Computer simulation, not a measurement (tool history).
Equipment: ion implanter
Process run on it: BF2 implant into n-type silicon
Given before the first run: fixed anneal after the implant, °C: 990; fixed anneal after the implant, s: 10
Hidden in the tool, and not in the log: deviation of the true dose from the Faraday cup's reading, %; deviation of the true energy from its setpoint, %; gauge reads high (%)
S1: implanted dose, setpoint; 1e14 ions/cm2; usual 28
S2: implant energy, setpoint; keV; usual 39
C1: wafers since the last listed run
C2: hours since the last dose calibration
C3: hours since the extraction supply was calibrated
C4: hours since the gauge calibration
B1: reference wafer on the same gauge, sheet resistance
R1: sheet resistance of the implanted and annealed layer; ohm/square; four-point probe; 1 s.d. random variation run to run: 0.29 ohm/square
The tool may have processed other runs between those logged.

run	hour	S1	S2	C1	C2	C3	C4	B1	R1
1	0	28	39	0	450.4	2449.8	418.5	125.89	131.42
2	47.4	28	39	1056	497.8	2497.2	465.9	125.94	131.68
3	105.6	28	39	1297	556	2555.4	524.1	126.05	131.95
4	137.2	28	28.5	704	587.6	2587	555.7	125.92	157.8
5	202.2	28	39	1448	652.6	2652	620.7	126	131.81
6	228.7	34.11	39	590	679.1	2678.5	647.2	125.97	129.88
7	278.1	34.11	39	1100	728.5	2727.9	696.6	125.97	130.51
8	340.3	28	42.5	1386	790.7	2790.1	758.8	126.02	125.96
9	387.2	28	42.5	1045	837.6	2837	805.7	125.99	125.75
10	440.8	28	42.5	1194	891.2	2890.6	859.3	125.89	125.74
11	492.9	28	39	1161	943.3	2942.7	911.4	126.02	132.79
# hour 518.7: extraction supply calibrated
12	551.9	28	34.5	1136	1002.3	33.2	970.4	125.99	140.24
13	580.7	28	34.5	641	1031.1	62	999.2	126.04	140.05
14	620	28	35	875	1070.4	101.3	1038.5	125.99	139.15
# hour 661.7: Faraday cup replaced and dose calibrated
15	675.7	28	31	1063	14	157	1094.2	126.06	149.41
16	735	19.63	31	1321	73.3	216.3	1153.5	126.03	154.85
17	794.3	33.02	44.5	1321	132.6	275.6	1212.8	125.95	119.43
18	859.9	31.67	39	1461	198.2	341.2	1278.4	125.97	129.15
19	896.8	28	44.5	822	235.1	378.1	1315.3	126.01	120.34
20	958.7	30.44	39	1379	297	440	1377.2	126.05	130.01
# hour 1002.9: gauge calibrated
21	1040.4	28	45	1820	378.7	521.7	37.5	126	119.58
22	1096.6	28	39	1252	434.9	577.9	93.7	126.01	131.1
23	1129.5	28	31	733	467.8	610.8	126.6	125.95	149.51
24	1198.4	28	51	1535	536.7	679.7	195.5	126.03	111.48
25	1248.5	28	30.5	1116	586.8	729.8	245.6	126.05	150.52
26	1296.9	24.12	45	1078	635.2	778.2	294	126.02	121.82
27	1360.7	21.21	29	1421	699	842	357.8	125.99	160.04
28	1417.4	30.18	39	1263	755.7	898.7	414.5	126.01	130.28

Give the tool's hidden conditions for every run:
deviation of the true dose from the Faraday cup's reading, %: 0 on each run
gauge reads high (%): 0 on each run
H1: deviation of the true energy from its setpoint, %
run	H1
1	-1.62
2	-1.71
3	-1.83
4	-1.9
5	-2.04
6	-2.1
7	-2.21
8	-2.35
9	-2.46
10	-2.59
11	-2.71
12	-0.105
13	-0.106
14	-0.109
15	-0.115
16	-0.124
17	-0.136
18	-0.153
19	-0.164
20	-0.185
21	-0.217
22	-0.242
23	-0.259
24	-0.295
25	-0.324
26	-0.354
27	-0.397
28	-0.438
